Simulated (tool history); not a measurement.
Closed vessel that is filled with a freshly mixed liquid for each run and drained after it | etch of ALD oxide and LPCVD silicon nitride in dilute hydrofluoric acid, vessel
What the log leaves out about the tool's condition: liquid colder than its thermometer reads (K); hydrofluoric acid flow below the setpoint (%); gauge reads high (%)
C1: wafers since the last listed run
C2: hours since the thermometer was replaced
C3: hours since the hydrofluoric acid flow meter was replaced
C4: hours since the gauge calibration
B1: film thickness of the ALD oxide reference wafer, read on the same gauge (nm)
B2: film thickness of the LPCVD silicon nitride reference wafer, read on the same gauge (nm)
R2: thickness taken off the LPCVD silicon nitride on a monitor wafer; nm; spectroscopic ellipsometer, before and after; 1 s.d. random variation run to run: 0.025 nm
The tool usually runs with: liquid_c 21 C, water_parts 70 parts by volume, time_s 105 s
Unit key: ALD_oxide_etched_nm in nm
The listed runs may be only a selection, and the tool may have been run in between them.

run 1 hour=0 | liquid_c=21 water_parts=70 time_s=105 | C1=0 C2=1382.4 C3=2000.8 C4=286.2 | B1=150.01 B2=109.999 | ALD_oxide_etched_nm=47.09 R2=0.621
run 2 hour=12 | liquid_c=21 water_parts=70 time_s=155 | C1=836 C2=1394.4 C3=2012.8 C4=298.2 | B1=150.02 B2=110.007 | ALD_oxide_etched_nm=69.16 R2=0.935
run 3 hour=26.4 | liquid_c=21 water_parts=70 time_s=155 | C1=1003 C2=1408.8 C3=2027.2 C4=312.6 | B1=149.97 B2=110.045 | ALD_oxide_etched_nm=69.06 R2=0.933
run 4 hour=44.4 | liquid_c=21 water_parts=70 time_s=155 | C1=1254 C2=1426.8 C3=2045.2 C4=330.6 | B1=150.01 B2=110.01 | ALD_oxide_etched_nm=69.24 R2=0.893
run 5 hour=59.3 | liquid_c=24 water_parts=70 time_s=105 | C1=1038 C2=1441.7 C3=2060.1 C4=345.5 | B1=150 B2=110.005 | ALD_oxide_etched_nm=52.98 R2=0.76
run 6 hour=73.3 | liquid_c=21 water_parts=70 time_s=105 | C1=975 C2=1455.7 C3=2074.1 C4=359.5 | B1=150 B2=109.973 | ALD_oxide_etched_nm=46.58 R2=0.568
run 7 hour=90.5 | liquid_c=21 water_parts=70 time_s=105 | C1=1198 C2=1472.9 C3=2091.3 C4=376.7 | B1=150.01 B2=110.053 | ALD_oxide_etched_nm=47.33 R2=0.619
run 8 hour=98.6 | liquid_c=19 water_parts=95 time_s=145 | C1=564 C2=1481 C3=2099.4 C4=384.8 | B1=150.02 B2=109.972 | ALD_oxide_etched_nm=42.81 R2=0.513
run 9 hour=110.8 | liquid_c=21 water_parts=70 time_s=105 | C1=850 C2=1493.2 C3=2111.6 C4=397 | B1=149.99 B2=110.017 | ALD_oxide_etched_nm=46.84 R2=0.638
-- hour=126.7 gauge calibrated
run 10 hour=128.7 | liquid_c=17.5 water_parts=90 time_s=155 | C1=1247 C2=1511.1 C3=2129.5 C4=2 | B1=149.99 B2=110.005 | ALD_oxide_etched_nm=45.5 R2=0.526
run 11 hour=140.1 | liquid_c=17.5 water_parts=80 time_s=105 | C1=794 C2=1522.5 C3=2140.9 C4=13.4 | B1=149.99 B2=110.007 | ALD_oxide_etched_nm=35.25 R2=0.425
-- hour=142 thermometer replaced
run 12 hour=153.1 | liquid_c=21 water_parts=70 time_s=155 | C1=836 C2=11.1 C3=2153.9 C4=26.4 | B1=149.97 B2=110.003 | ALD_oxide_etched_nm=68.37 R2=0.877
run 13 hour=168.4 | liquid_c=17 water_parts=100 time_s=40 | C1=1066 C2=26.4 C3=2169.2 C4=41.7 | B1=149.99 B2=110.013 | ALD_oxide_etched_nm=10.32 R2=0.117
run 14 hour=178.5 | liquid_c=18.5 water_parts=95 time_s=105 | C1=704 C2=36.5 C3=2179.3 C4=51.8 | B1=149.98 B2=110.021 | ALD_oxide_etched_nm=30.32 R2=0.382

Expected results for the next run?
-- hour=181.6 hydrofluoric acid flow meter replaced
run 15 hour=202.5 | liquid_c=23.5 water_parts=70 time_s=170 | C1=1603 C2=60.5 C3=20.9 C4=75.8 | B1=? B2=? | ALD_oxide_etched_nm=? R2=?

{"run 15": {"B1": 150, "B2": 110.006, "ALD_oxide_etched_nm": 84.24, "R2": 1.222}}
Were there no unlogged condition in the tool, this run, its random variation unchanged, would have produced ALD_oxide_etched_nm 84.24 nm, R2 1.222 nm.
